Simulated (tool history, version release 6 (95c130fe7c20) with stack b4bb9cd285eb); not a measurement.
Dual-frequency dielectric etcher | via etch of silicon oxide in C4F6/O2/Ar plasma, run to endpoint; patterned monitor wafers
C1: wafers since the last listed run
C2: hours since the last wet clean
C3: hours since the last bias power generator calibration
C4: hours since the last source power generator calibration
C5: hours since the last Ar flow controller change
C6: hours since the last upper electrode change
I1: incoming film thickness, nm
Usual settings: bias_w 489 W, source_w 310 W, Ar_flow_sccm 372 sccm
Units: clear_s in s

run 1 hour=0.0 | bias_w=489 source_w=310 Ar_flow_sccm=372 | C1=0 C2=280.8 C3=2442.1 C4=3233.3 C5=4579.0 C6=4666.9 | I1=110.7 | clear_s=24.4
run 2 hour=26.3 | bias_w=404 source_w=250 Ar_flow_sccm=372 | C1=224 C2=307.1 C3=2468.4 C4=3259.6 C5=4605.3 C6=4693.2 | I1=110.7 | clear_s=29.9
run 3 hour=55.7 | bias_w=540 source_w=310 Ar_flow_sccm=372 | C1=250 C2=336.5 C3=2497.8 C4=3289.0 C5=4634.7 C6=4722.6 | I1=112.0 | clear_s=23.3
run 4 hour=83.9 | bias_w=540 source_w=310 Ar_flow_sccm=372 | C1=240 C2=364.7 C3=2526.0 C4=3317.2 C5=4662.9 C6=4750.8 | I1=112.0 | clear_s=22.9
run 5 hour=100.9 | bias_w=489 source_w=310 Ar_flow_sccm=372 | C1=144 C2=381.7 C3=2543.0 C4=3334.2 C5=4679.9 C6=4767.8 | I1=111.7 | clear_s=23.9
run 6 hour=120.4 | bias_w=546 source_w=310 Ar_flow_sccm=372 | C1=166 C2=401.2 C3=2562.5 C4=3353.7 C5=4699.4 C6=4787.3 | I1=111.5 | clear_s=23.0
run 7 hour=133.9 | bias_w=489 source_w=310 Ar_flow_sccm=372 | C1=115 C2=414.7 C3=2576.0 C4=3367.2 C5=4712.9 C6=4800.8 | I1=112.3 | clear_s=23.9
-- hour=145.2 Ar flow controller replaced
run 8 hour=150.3 | bias_w=489 source_w=310 Ar_flow_sccm=372 | C1=88 C2=431.1 C3=2592.4 C4=3383.6 C5=5.1 C6=4817.2 | I1=111.2 | clear_s=23.7
-- hour=175.0 upper electrode replaced
run 9 hour=182.3 | bias_w=417 source_w=340 Ar_flow_sccm=329 | C1=68 C2=463.1 C3=2624.4 C4=3415.6 C5=37.1 C6=7.3 | I1=110.7 | clear_s=24.1
-- hour=203.2 source power generator calibrated
run 10 hour=213.7 | bias_w=404 source_w=250 Ar_flow_sccm=372 | C1=233 C2=494.5 C3=2655.8 C4=10.5 C5=68.5 C6=38.7 | I1=110.5 | clear_s=29.5
-- hour=245.8 wet clean of the chamber
run 11 hour=246.3 | bias_w=425 source_w=340 Ar_flow_sccm=372 | C1=73 C2=0.5 C3=2688.4 C4=43.1 C5=101.1 C6=71.3 | I1=112.5 | clear_s=25.6
-- hour=268.5 bias power generator calibrated
run 12 hour=300.5 | bias_w=489 source_w=370 Ar_flow_sccm=372 | C1=428 C2=54.7 C3=32.0 C4=97.3 C5=155.3 C6=125.5 | I1=111.2 | clear_s=22.5
run 13 hour=321.9 | bias_w=595 source_w=310 Ar_flow_sccm=425 | C1=182 C2=76.1 C3=53.4 C4=118.7 C5=176.7 C6=146.9 | I1=112.7 | clear_s=23.1
run 14 hour=349.1 | bias_w=436 source_w=310 Ar_flow_sccm=296 | C1=231 C2=103.3 C3=80.6 C4=145.9 C5=203.9 C6=174.1 | I1=111.5 | clear_s=25.3

Forecast each of these 3 alternatives for the next run:
run A hour=349.5 | bias_w=489 source_w=310 Ar_flow_sccm=289 | C1=3 C2=103.7 C3=81.0 C4=146.3 C5=204.3 C6=174.5 | I1=112.0 | clear_s=?
run B hour=349.5 | bias_w=489 source_w=290 Ar_flow_sccm=433 | C1=3 C2=103.7 C3=81.0 C4=146.3 C5=204.3 C6=174.5 | I1=112.0 | clear_s=?
run C hour=349.5 | bias_w=489 source_w=240 Ar_flow_sccm=372 | C1=3 C2=103.7 C3=81.0 C4=146.3 C5=204.3 C6=174.5 | I1=112.0 | clear_s=?

run=A clear_s=24.2
run=B clear_s=26.7
run=C clear_s=29.5
Without the tool's hidden state the same runs would have given:
run=A clear_s=24.5
run=B clear_s=27.0
run=C clear_s=29.9
